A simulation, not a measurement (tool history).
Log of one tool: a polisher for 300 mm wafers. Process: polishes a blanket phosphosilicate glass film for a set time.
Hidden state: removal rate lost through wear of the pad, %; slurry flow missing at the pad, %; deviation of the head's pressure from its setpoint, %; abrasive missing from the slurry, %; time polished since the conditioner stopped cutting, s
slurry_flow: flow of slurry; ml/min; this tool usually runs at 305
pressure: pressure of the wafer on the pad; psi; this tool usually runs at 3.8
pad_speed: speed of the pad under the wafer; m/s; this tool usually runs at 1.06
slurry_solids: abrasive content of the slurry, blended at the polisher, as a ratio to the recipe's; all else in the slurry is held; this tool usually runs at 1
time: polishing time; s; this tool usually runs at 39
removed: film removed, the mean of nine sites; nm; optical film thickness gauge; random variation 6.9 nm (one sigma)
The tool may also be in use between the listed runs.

| run | hour | slurry_flow | pressure | pad_speed | slurry_solids | time | wafers since the last listed run | wafers polished on this pad | hours since the slurry nozzle was cleaned | hours since the head pressure was calibrated | hours since the slurry blender was calibrated | hours since the conditioning disc was replaced | incoming thickness of the incoming film, nm | removed |
|---|---|---|---|---|---|---|---|---|---|---|---|---|---|---|
| 1 | 0 | 305 | 3.8 | 1.14 | 1 | 39 | 0 | 499 | 476.5 | 1189.1 | 279.6 | 421.1 | 2730.2 | 482.8 |
| 2 | 13.2 | 305 | 3.8 | 1.14 | 1 | 39 | 189 | 689 | 489.7 | 1202.3 | 292.8 | 434.3 | 2717.9 | 485.9 |
|  | 26.9 | worn pad replaced by a new one |
| 3 | 29.4 | 305 | 3.8 | 1.14 | 1 | 39 | 175 | 35 | 505.9 | 1218.5 | 309 | 450.5 | 2743.7 | 465 |
| 4 | 44.6 | 275 | 4.7 | 1.06 | 1 | 39 | 218 | 254 | 521.1 | 1233.7 | 324.2 | 465.7 | 2728.4 | 556.6 |
|  | 76.5 | slurry nozzle cleaned |
|  | 79.7 | worn pad replaced by a new one, of another model than before |
|  | 81 | slurry blender recalibrated |
|  | 99.1 | conditioning disc replaced and pad reconditioned |
| 5 | 99.6 | 275 | 4.7 | 1.06 | 1 | 39 | 683 | 238 | 23.1 | 1288.7 | 18.6 | 0.5 | 2720.5 | 538 |
| 6 | 105.9 | 305 | 3.8 | 1.06 | 1.1 | 39 | 90 | 329 | 29.4 | 1295 | 24.9 | 6.8 | 2670.3 | 508.9 |
|  | 113.2 | head pressure recalibrated |
| 7 | 113.6 | 305 | 3.8 | 1.06 | 1.1 | 39 | 82 | 411 | 37.1 | 0.4 | 32.6 | 14.5 | 2736.9 | 511.4 |
| 8 | 120.8 | 305 | 3.8 | 1.06 | 0.9 | 39 | 103 | 514 | 44.3 | 7.6 | 39.8 | 21.7 | 2732.1 | 471.2 |
|  | 138.4 | worn pad replaced by a new one |
| 9 | 138.9 | 305 | 4.5 | 1.06 | 1 | 27 | 202 | 6 | 62.4 | 25.7 | 57.9 | 39.8 | 2684 | 372 |
| 10 | 150.7 | 220 | 3.8 | 1.06 | 1 | 43 | 169 | 176 | 74.2 | 37.5 | 69.7 | 51.6 | 2724.2 | 513.4 |
| 11 | 167.5 | 400 | 3.8 | 0.74 | 1.2 | 26 | 241 | 418 | 91 | 54.3 | 86.5 | 68.4 | 2710.4 | 307 |
| 12 | 180.6 | 305 | 3.8 | 1.06 | 1 | 52 | 188 | 606 | 104.1 | 67.4 | 99.6 | 81.5 | 2703.7 | 639.4 |
|  | 188.8 | worn pad replaced by a new one |
| 13 | 193 | 305 | 3 | 1.06 | 1 | 39 | 120 | 60 | 116.5 | 79.8 | 112 | 93.9 | 2734.6 | 442.9 |
| 14 | 203.7 | 305 | 3.8 | 1.06 | 1 | 39 | 153 | 214 | 127.2 | 90.5 | 122.7 | 104.6 | 2683.5 | 488.2 |

Branching from run 14: 3 alternative next runs. What would each branch give?
| A | 204.1 | 305 | 3.8 | 1.06 | 1 | 39 | 5 | 220 | 127.6 | 90.9 | 123.1 | 105 | 2713 | ? |
| B | 204.1 | 305 | 3.8 | 1.06 | 0.75 | 39 | 5 | 220 | 127.6 | 90.9 | 123.1 | 105 | 2713 | ? |
| C | 204.1 | 305 | 3.8 | 1.06 | 1.25 | 39 | 5 | 220 | 127.6 | 90.9 | 123.1 | 105 | 2713 | ? |

| run | removed |
|---|---|
| A | 490.3 |
| B | 443.4 |
| C | 528.8 |
What these runs would have given with no unlogged condition in the tool:
| run | removed |
|---|---|
| A | 502.3 |
| B | 455.5 |
| C | 540.6 |
